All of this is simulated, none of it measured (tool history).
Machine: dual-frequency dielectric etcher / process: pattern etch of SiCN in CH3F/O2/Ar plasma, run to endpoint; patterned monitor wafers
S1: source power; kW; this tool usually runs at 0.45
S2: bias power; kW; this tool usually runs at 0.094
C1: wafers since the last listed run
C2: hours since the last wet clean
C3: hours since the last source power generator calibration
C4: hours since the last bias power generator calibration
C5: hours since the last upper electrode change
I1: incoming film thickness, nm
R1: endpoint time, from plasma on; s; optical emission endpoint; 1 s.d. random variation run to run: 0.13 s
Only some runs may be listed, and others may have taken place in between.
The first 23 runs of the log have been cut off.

-- hour=1661.3 source power generator calibrated
run 24 hour=1733.3 | S1=0.55 S2=0.094 | C1=1041 C2=190.8 C3=72 C4=325.1 C5=808.5 | I1=6.71 | R1=13.7
run 25 hour=1810.8 | S1=0.45 S2=0.094 | C1=798 C2=268.3 C3=149.5 C4=402.6 C5=886 | I1=6.71 | R1=14.8
run 26 hour=2129.1 | S1=0.45 S2=0.094 | C1=3277 C2=586.6 C3=467.8 C4=720.9 C5=1204.3 | I1=6.71 | R1=14.7
run 27 hour=2223.2 | S1=0.38 S2=0.094 | C1=968 C2=680.7 C3=561.9 C4=815 C5=1298.4 | I1=6.66 | R1=15.5
-- hour=2297.6 wet clean of the chamber
run 28 hour=2298.1 | S1=0.54 S2=0.084 | C1=524 C2=0.5 C3=636.8 C4=889.9 C5=1373.3 | I1=6.67 | R1=14.9
run 29 hour=2381.8 | S1=0.45 S2=0.094 | C1=861 C2=84.2 C3=720.5 C4=973.6 C5=1457 | I1=6.7 | R1=15.3
run 30 hour=2419.6 | S1=0.53 S2=0.094 | C1=389 C2=122 C3=758.3 C4=1011.4 C5=1494.8 | I1=6.72 | R1=14.2
run 31 hour=2463 | S1=0.35 S2=0.072 | C1=446 C2=165.4 C3=801.7 C4=1054.8 C5=1538.2 | I1=6.7 | R1=18.7
run 32 hour=2541.4 | S1=0.45 S2=0.094 | C1=807 C2=243.8 C3=880.1 C4=1133.2 C5=1616.6 | I1=6.72 | R1=15.3
run 33 hour=2631.2 | S1=0.34 S2=0.117 | C1=924 C2=333.6 C3=969.9 C4=1223 C5=1706.4 | I1=6.7 | R1=15.8
run 34 hour=2702.6 | S1=0.52 S2=0.094 | C1=735 C2=405 C3=1041.3 C4=1294.4 C5=1777.8 | I1=6.72 | R1=14.1

Forecast run 35:
run 35 hour=2797.9 | S1=0.42 S2=0.074 | C1=981 C2=500.3 C3=1136.6 C4=1389.7 C5=1873.1 | I1=6.65 | R1=?

{"run 35": {"R1": 16.3}}
On a tool with no hidden condition, and with the same random variation, this run would have come out at R1 16.9 s.
